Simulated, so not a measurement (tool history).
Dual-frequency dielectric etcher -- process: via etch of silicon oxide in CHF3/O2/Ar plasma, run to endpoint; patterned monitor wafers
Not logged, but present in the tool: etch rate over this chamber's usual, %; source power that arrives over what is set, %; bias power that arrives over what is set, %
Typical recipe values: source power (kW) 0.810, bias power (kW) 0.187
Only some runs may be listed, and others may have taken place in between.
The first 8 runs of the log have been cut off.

run,hour,source power (kW),bias power (kW),wafers since the last listed run,hours since the last wet clean,hours since the last source power generator calibration,hours since the last bias power generator calibration,hours since the last upper electrode change,"incoming incoming film thickness, nm",endpoint time (s)
9,359.8,0.810,0.187,149,65.8,3986.2,2080.3,1851.8,659.4,267.4
10,423.5,0.810,0.187,230,129.5,4049.9,2144.0,1915.5,669.6,272.7
11,459.3,0.810,0.187,129,165.3,4085.7,2179.8,1951.3,677.4,277.8
12,526.0,0.810,0.187,241,232.0,4152.4,2246.5,2018.0,664.9,273.2
13,691.8,0.810,0.187,599,397.8,4318.2,2412.3,2183.8,671.2,281.2
# hour 719.5: wet clean of the chamber
14,747.6,0.810,0.187,115,28.1,4374.0,2468.1,2239.6,663.6,268.8
# hour 756.9: source power generator calibrated
# hour 789.6: upper electrode replaced
15,790.1,0.810,0.171,52,70.6,33.2,2510.6,0.5,670.1,281.6
16,826.2,0.910,0.187,130,106.7,69.3,2546.7,36.6,669.3,262.3
17,867.7,0.680,0.162,150,148.2,110.8,2588.2,78.1,675.3,306.5
18,931.5,0.810,0.187,230,212.0,174.6,2652.0,141.9,665.9,274.2
# hour 999.8: bias power generator calibrated
19,1012.6,0.670,0.187,278,293.1,255.7,12.8,223.0,669.8,296.4
20,1043.7,0.810,0.187,112,324.2,286.8,43.9,254.1,670.2,281.9
21,1111.3,0.710,0.167,244,391.8,354.4,111.5,321.7,668.0,305.2
# hour 1191.0: wet clean of the chamber
22,1191.5,0.810,0.187,203,0.5,434.6,191.7,401.9,666.7,270.1
23,1228.0,0.950,0.203,132,37.0,471.1,228.2,438.4,666.3,250.0
24,1286.0,0.640,0.157,209,95.0,529.1,286.2,496.4,672.5,313.1
25,1311.8,0.810,0.187,93,120.8,554.9,312.0,522.2,659.4,270.1
26,1351.4,0.630,0.207,143,160.4,594.5,351.6,561.8,666.7,282.9
27,1399.7,0.940,0.162,174,208.7,642.8,399.9,610.1,670.9,275.5
28,1448.8,0.860,0.170,177,257.8,691.9,449.0,659.2,667.4,278.9
29,1501.2,0.920,0.187,189,310.2,744.3,501.4,711.6,662.5,264.3
# hour 1598.2: wet clean of the chamber
30,1612.8,0.670,0.215,316,14.6,855.9,613.0,823.2,667.5,270.3
31,1674.7,1.010,0.187,223,76.5,917.8,674.9,885.1,673.3,255.7

Alternative continuations, all from the tool just after run 31; predict every row:
A,1675.2,0.810,0.159,1,77.0,918.3,675.4,885.6,666.7,?
B,1675.2,0.620,0.160,1,77.0,918.3,675.4,885.6,666.7,?
C,1675.2,0.920,0.214,1,77.0,918.3,675.4,885.6,666.7,?
D,1675.2,0.920,0.146,1,77.0,918.3,675.4,885.6,666.7,?

run,endpoint time (s)
A,286.3
B,309.6
C,247.8
D,283.1
The same runs, with their run-to-run variation unchanged, on a tool lacking any hidden condition would have given:
run,endpoint time (s)
A,288.7
B,312.3
C,250.1
D,285.4

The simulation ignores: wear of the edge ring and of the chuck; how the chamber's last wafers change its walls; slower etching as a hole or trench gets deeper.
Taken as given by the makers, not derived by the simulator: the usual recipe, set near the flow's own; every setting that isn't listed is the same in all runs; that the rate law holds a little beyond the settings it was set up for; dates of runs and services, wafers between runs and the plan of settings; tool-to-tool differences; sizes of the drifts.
